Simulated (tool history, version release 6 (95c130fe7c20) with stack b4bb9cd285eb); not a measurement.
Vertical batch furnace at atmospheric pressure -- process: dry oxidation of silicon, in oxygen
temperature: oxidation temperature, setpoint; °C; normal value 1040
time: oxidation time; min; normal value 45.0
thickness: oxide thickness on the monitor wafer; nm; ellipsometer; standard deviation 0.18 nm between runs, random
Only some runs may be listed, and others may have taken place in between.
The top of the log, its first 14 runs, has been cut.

| run | hour | temperature | time | read-back reference wafer on the same gauge, thickness | thickness |
|---|---|---|---|---|---|
| 15 | 1159.1 | 1040 | 45.0 | 79.22 | 68.26 |
| 16 | 1233.0 | 1056 | 45.0 | 79.17 | 75.18 |
| 17 | 1331.2 | 1021 | 33.0 | 79.22 | 55.67 |
|  | 1351.9 | gauge calibrated |
| 18 | 1392.6 | 1051 | 45.0 | 79.19 | 72.93 |
| 19 | 1486.2 | 1056 | 62.0 | 79.19 | 87.37 |
| 20 | 1592.6 | 1047 | 45.0 | 79.15 | 71.59 |
|  | 1709.3 | boat lift adjusted |
| 21 | 1729.0 | 1040 | 55.5 | 79.20 | 75.85 |
| 22 | 1770.6 | 1040 | 45.0 | 79.26 | 68.87 |
| 23 | 1852.4 | 1040 | 45.0 | 79.26 | 69.06 |
| 24 | 1900.2 | 1024 | 58.0 | 79.24 | 70.69 |
| 25 | 1966.6 | 1040 | 29.5 | 79.14 | 58.44 |
| 26 | 2173.3 | 1048 | 67.0 | 79.24 | 87.00 |
| 27 | 2261.3 | 1026 | 32.0 | 79.18 | 56.79 |
| 28 | 2340.4 | 1063 | 38.0 | 79.16 | 72.84 |
| 29 | 2440.8 | 1049 | 60.0 | 79.17 | 83.30 |
|  | 2524.8 | gauge calibrated |
| 30 | 2546.7 | 1030 | 51.0 | 79.24 | 69.60 |

Branching from run 30: 5 alternative next runs. What would each branch give?
| A | 2551.2 | 1040 | 45.0 | ? | ? |
| B | 2551.2 | 1050 | 53.5 | ? | ? |
| C | 2551.2 | 1031 | 25.0 | ? | ? |
| D | 2551.2 | 1040 | 33.5 | ? | ? |
| E | 2551.2 | 1025 | 52.5 | ? | ? |

| run | read-back reference wafer on the same gauge, thickness | thickness |
|---|---|---|
| A | 79.15 | 69.30 |
| B | 79.15 | 79.26 |
| C | 79.15 | 53.35 |
| D | 79.15 | 61.47 |
| E | 79.15 | 68.29 |
The same runs, with their run-to-run variation unchanged, on a tool lacking any hidden condition would have given:
| run | thickness |
|---|---|
| A | 68.40 |
| B | 78.16 |
| C | 52.83 |
| D | 60.75 |
| E | 67.40 |
